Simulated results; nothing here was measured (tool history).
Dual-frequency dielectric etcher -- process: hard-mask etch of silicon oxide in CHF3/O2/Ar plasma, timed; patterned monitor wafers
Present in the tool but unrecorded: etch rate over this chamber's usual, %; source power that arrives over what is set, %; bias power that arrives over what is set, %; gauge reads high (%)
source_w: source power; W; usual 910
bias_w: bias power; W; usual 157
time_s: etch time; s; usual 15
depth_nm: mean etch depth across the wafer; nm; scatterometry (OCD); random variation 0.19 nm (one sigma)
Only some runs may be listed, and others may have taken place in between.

run,hour,source_w,bias_w,time_s,wafers since the last listed run,hours since the last wet clean,hours since the last source power generator calibration,hours since the last bias power generator calibration,hours since the last upper electrode change,hours since the gauge calibration,"read-back reference wafer on the same gauge, depth_nm",depth_nm
1,0,910,174,15,0,243.2,3725.3,4215.1,4676.6,187.5,34.68,31.63
2,20.3,910,174,15,311,263.5,3745.6,4235.4,4696.9,207.8,34.69,31.4
3,50.4,910,174,15,462,293.6,3775.7,4265.5,4727,237.9,34.71,31.59
4,71.1,910,157,15,318,314.3,3796.4,4286.2,4747.7,258.6,34.72,30.16
5,87.9,910,157,15,258,331.1,3813.2,4303,4764.5,275.4,34.66,30.38
6,117.4,910,157,15,453,360.6,3842.7,4332.5,4794,304.9,34.7,30.28
# hour 130: bias power generator calibrated
7,143.5,910,157,12,339,386.7,3868.8,13.5,4820.1,331,34.71,24.24
# hour 170.1: source power generator calibrated
# hour 189.7: gauge calibrated
# hour 193.5: upper electrode replaced, of another model than before
# hour 216.2: wet clean of the chamber
8,216.7,910,157,15,355,0.5,46.6,86.7,23.2,27,34.71,31.49
9,217,740,157,12,4,0.8,46.9,87,23.5,27.3,34.7,22.18
10,217.3,730,185,17.5,4,1.1,47.2,87.3,23.8,27.6,34.67,34.14
11,238.4,790,157,15,324,22.2,68.3,108.4,44.9,48.7,34.68,28.52
12,268.1,910,157,15,456,51.9,98,138.1,74.6,78.4,34.73,31.13
13,302.9,1100,167,11.5,534,86.7,132.8,172.9,109.4,113.2,34.64,27.56
14,326.1,830,157,15,356,109.9,156,196.1,132.6,136.4,34.73,29.82

Each row is a separate what-if for the run after 14, all from the same tool condition, not one after another. Results?
A,326.5,910,157,15,6,110.3,156.4,196.5,133,136.8,?,?
B,326.5,910,122,18,6,110.3,156.4,196.5,133,136.8,?,?
C,326.5,810,121,19.5,6,110.3,156.4,196.5,133,136.8,?,?
D,326.5,980,157,19,6,110.3,156.4,196.5,133,136.8,?,?

run,"read-back reference wafer on the same gauge, depth_nm",depth_nm
A,34.72,31.66
B,34.72,34.58
C,34.72,34.74
D,34.72,41.87
With the hidden condition removed and each run's random variation left untouched, the same runs would have given:
run,depth_nm
A,32.13
B,35.08
C,35.25
D,42.48
